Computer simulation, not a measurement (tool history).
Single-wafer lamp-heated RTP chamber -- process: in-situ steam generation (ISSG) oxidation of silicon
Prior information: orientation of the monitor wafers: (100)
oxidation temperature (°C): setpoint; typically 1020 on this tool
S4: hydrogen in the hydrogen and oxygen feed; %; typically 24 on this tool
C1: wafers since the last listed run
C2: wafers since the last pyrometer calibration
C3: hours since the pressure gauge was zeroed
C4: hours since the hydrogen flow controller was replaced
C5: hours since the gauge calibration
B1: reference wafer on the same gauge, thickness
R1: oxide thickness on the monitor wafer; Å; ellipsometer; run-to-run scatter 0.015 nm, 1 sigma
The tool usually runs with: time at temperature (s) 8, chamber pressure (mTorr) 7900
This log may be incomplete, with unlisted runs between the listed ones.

run 1 hour=0 | oxidation_temperature_(°C)=1020 time_at_temperature_(s)=8 chamber_pressure_(mTorr)=7400 S4=24 | C1=0 C2=2940 C3=1478.3 C4=5783.7 C5=1011.2 | B1=3.601 | R1=42.98
run 2 hour=70.7 | oxidation_temperature_(°C)=1020 time_at_temperature_(s)=8 chamber_pressure_(mTorr)=7400 S4=24 | C1=1116 C2=4056 C3=1549 C4=5854.4 C5=1081.9 | B1=3.6 | R1=43.35
run 3 hour=117.8 | oxidation_temperature_(°C)=1005 time_at_temperature_(s)=8 chamber_pressure_(mTorr)=6900 S4=24 | C1=743 C2=4800 C3=1596.1 C4=5901.5 C5=1129 | B1=3.599 | R1=41.01
run 4 hour=181 | oxidation_temperature_(°C)=1005 time_at_temperature_(s)=8 chamber_pressure_(mTorr)=6900 S4=24 | C1=997 C2=5798 C3=1659.3 C4=5964.7 C5=1192.2 | B1=3.601 | R1=41.32
-- hour=193.2 pyrometer window cleaned and pyrometer calibrated
run 5 hour=239.3 | oxidation_temperature_(°C)=1020 time_at_temperature_(s)=8 chamber_pressure_(mTorr)=7900 S4=24 | C1=794 C2=727 C3=1717.6 C4=6023 C5=1250.5 | B1=3.601 | R1=42.3
run 6 hour=326.2 | oxidation_temperature_(°C)=1020 time_at_temperature_(s)=8 chamber_pressure_(mTorr)=7900 S4=24 | C1=1371 C2=2099 C3=1804.5 C4=6109.9 C5=1337.4 | B1=3.601 | R1=42.88
run 7 hour=423 | oxidation_temperature_(°C)=1020 time_at_temperature_(s)=8 chamber_pressure_(mTorr)=7900 S4=24 | C1=1528 C2=3627 C3=1901.3 C4=6206.7 C5=1434.2 | B1=3.598 | R1=42.74
run 8 hour=508.3 | oxidation_temperature_(°C)=1020 time_at_temperature_(s)=8 chamber_pressure_(mTorr)=7900 S4=24 | C1=1346 C2=4973 C3=1986.6 C4=6292 C5=1519.5 | B1=3.603 | R1=43.19
-- hour=526.9 pyrometer window cleaned and pyrometer calibrated
run 9 hour=551.2 | oxidation_temperature_(°C)=1020 time_at_temperature_(s)=8 chamber_pressure_(mTorr)=7900 S4=24 | C1=550 C2=383 C3=2029.5 C4=6334.9 C5=1562.4 | B1=3.599 | R1=42.27
run 10 hour=609.8 | oxidation_temperature_(°C)=1007 time_at_temperature_(s)=8 chamber_pressure_(mTorr)=7900 S4=24 | C1=925 C2=1308 C3=2088.1 C4=6393.5 C5=1621 | B1=3.6 | R1=40.4
run 11 hour=669.8 | oxidation_temperature_(°C)=1007 time_at_temperature_(s)=8 chamber_pressure_(mTorr)=7900 S4=24 | C1=947 C2=2256 C3=2148.1 C4=6453.5 C5=1681 | B1=3.603 | R1=40.79
-- hour=749.6 gauge calibrated
run 12 hour=750.9 | oxidation_temperature_(°C)=1005 time_at_temperature_(s)=8 chamber_pressure_(mTorr)=7900 S4=24 | C1=1280 C2=3536 C3=2229.2 C4=6534.6 C5=1.3 | B1=3.599 | R1=40.66
-- hour=791 hydrogen flow controller replaced
-- hour=827.4 pressure gauge zeroed
-- hour=832.3 pyrometer window cleaned and pyrometer calibrated
run 13 hour=837.9 | oxidation_temperature_(°C)=1005 time_at_temperature_(s)=8 chamber_pressure_(mTorr)=7900 S4=24 | C1=1043 C2=88 C3=10.5 C4=46.9 C5=88.3 | B1=3.6 | R1=39.82
run 14 hour=917.3 | oxidation_temperature_(°C)=1020 time_at_temperature_(s)=8 chamber_pressure_(mTorr)=7900 S4=24 | C1=1253 C2=1341 C3=89.9 C4=126.3 C5=167.7 | B1=3.6 | R1=42.65
run 15 hour=971.8 | oxidation_temperature_(°C)=1020 time_at_temperature_(s)=11 chamber_pressure_(mTorr)=7500 S4=15 | C1=860 C2=2201 C3=144.4 C4=180.8 C5=222.2 | B1=3.602 | R1=43.54
run 16 hour=1071.6 | oxidation_temperature_(°C)=1040 time_at_temperature_(s)=8 chamber_pressure_(mTorr)=7900 S4=17 | C1=1575 C2=3777 C3=244.2 C4=280.6 C5=322 | B1=3.601 | R1=42.25
run 17 hour=1113.9 | oxidation_temperature_(°C)=1020 time_at_temperature_(s)=8 chamber_pressure_(mTorr)=7900 S4=24 | C1=667 C2=4445 C3=286.5 C4=322.9 C5=364.3 | B1=3.601 | R1=43.33
-- hour=1153 pyrometer window cleaned and pyrometer calibrated
run 18 hour=1218.2 | oxidation_temperature_(°C)=1008 time_at_temperature_(s)=8 chamber_pressure_(mTorr)=7900 S4=27 | C1=1520 C2=1029 C3=390.8 C4=427.2 C5=468.6 | B1=3.599 | R1=42.14
run 19 hour=1298.2 | oxidation_temperature_(°C)=1020 time_at_temperature_(s)=11 chamber_pressure_(mTorr)=7900 S4=24 | C1=1262 C2=2292 C3=470.8 C4=507.2 C5=548.6 | B1=3.601 | R1=49.18
run 20 hour=1351 | oxidation_temperature_(°C)=1020 time_at_temperature_(s)=8 chamber_pressure_(mTorr)=7900 S4=24 | C1=833 C2=3125 C3=523.6 C4=560 C5=601.4 | B1=3.601 | R1=42.96
run 21 hour=1401.3 | oxidation_temperature_(°C)=1020 time_at_temperature_(s)=8 chamber_pressure_(mTorr)=7900 S4=24 | C1=794 C2=3919 C3=573.9 C4=610.3 C5=651.7 | B1=3.602 | R1=42.77
run 22 hour=1439.9 | oxidation_temperature_(°C)=1020 time_at_temperature_(s)=9 chamber_pressure_(mTorr)=7900 S4=24 | C1=609 C2=4528 C3=612.5 C4=648.9 C5=690.3 | B1=3.598 | R1=45.55
run 23 hour=1499 | oxidation_temperature_(°C)=1020 time_at_temperature_(s)=6 chamber_pressure_(mTorr)=7900 S4=17 | C1=932 C2=5461 C3=671.6 C4=708 C5=749.4 | B1=3.6 | R1=34.69
-- hour=1540.1 pyrometer window cleaned and pyrometer calibrated
run 24 hour=1571.8 | oxidation_temperature_(°C)=1038 time_at_temperature_(s)=8 chamber_pressure_(mTorr)=7100 S4=24 | C1=1022 C2=500 C3=744.4 C4=780.8 C5=822.2 | B1=3.6 | R1=45.26
run 25 hour=1651.6 | oxidation_temperature_(°C)=1020 time_at_temperature_(s)=8 chamber_pressure_(mTorr)=7300 S4=31 | C1=1259 C2=1760 C3=824.2 C4=860.6 C5=902 | B1=3.599 | R1=45.82
run 26 hour=1703.6 | oxidation_temperature_(°C)=1020 time_at_temperature_(s)=8 chamber_pressure_(mTorr)=7900 S4=24 | C1=820 C2=2580 C3=876.2 C4=912.6 C5=954 | B1=3.597 | R1=42.52
run 27 hour=1764.7 | oxidation_temperature_(°C)=1020 time_at_temperature_(s)=8 chamber_pressure_(mTorr)=7400 S4=27 | C1=964 C2=3545 C3=937.3 C4=973.7 C5=1015.1 | B1=3.604 | R1=44.24

Branching from run 27: 5 alternative next runs. What would each branch give?
run A hour=1765.1 | oxidation_temperature_(°C)=1020 time_at_temperature_(s)=8 chamber_pressure_(mTorr)=7900 S4=24 | C1=6 C2=3551 C3=937.7 C4=974.1 C5=1015.5 | B1=? | R1=?
run B hour=1765.1 | oxidation_temperature_(°C)=1020 time_at_temperature_(s)=5 chamber_pressure_(mTorr)=8700 S4=24 | C1=6 C2=3551 C3=937.7 C4=974.1 C5=1015.5 | B1=? | R1=?
run C hour=1765.1 | oxidation_temperature_(°C)=1039 time_at_temperature_(s)=8 chamber_pressure_(mTorr)=7400 S4=24 | C1=6 C2=3551 C3=937.7 C4=974.1 C5=1015.5 | B1=? | R1=?
run D hour=1765.1 | oxidation_temperature_(°C)=1020 time_at_temperature_(s)=8 chamber_pressure_(mTorr)=7900 S4=17 | C1=6 C2=3551 C3=937.7 C4=974.1 C5=1015.5 | B1=? | R1=?
run E hour=1765.1 | oxidation_temperature_(°C)=1038 time_at_temperature_(s)=8 chamber_pressure_(mTorr)=7400 S4=21 | C1=6 C2=3551 C3=937.7 C4=974.1 C5=1015.5 | B1=? | R1=?

run=A B1=3.601 R1=42.77
run=B B1=3.601 R1=34.71
run=C B1=3.601 R1=46
run=D B1=3.601 R1=39.02
run=E B1=3.601 R1=44.13
With no hidden state in the tool, these same runs would have given:
run=A R1=41.92
run=B R1=34.14
run=C R1=44.95
run=D R1=38.24
run=E R1=43.13
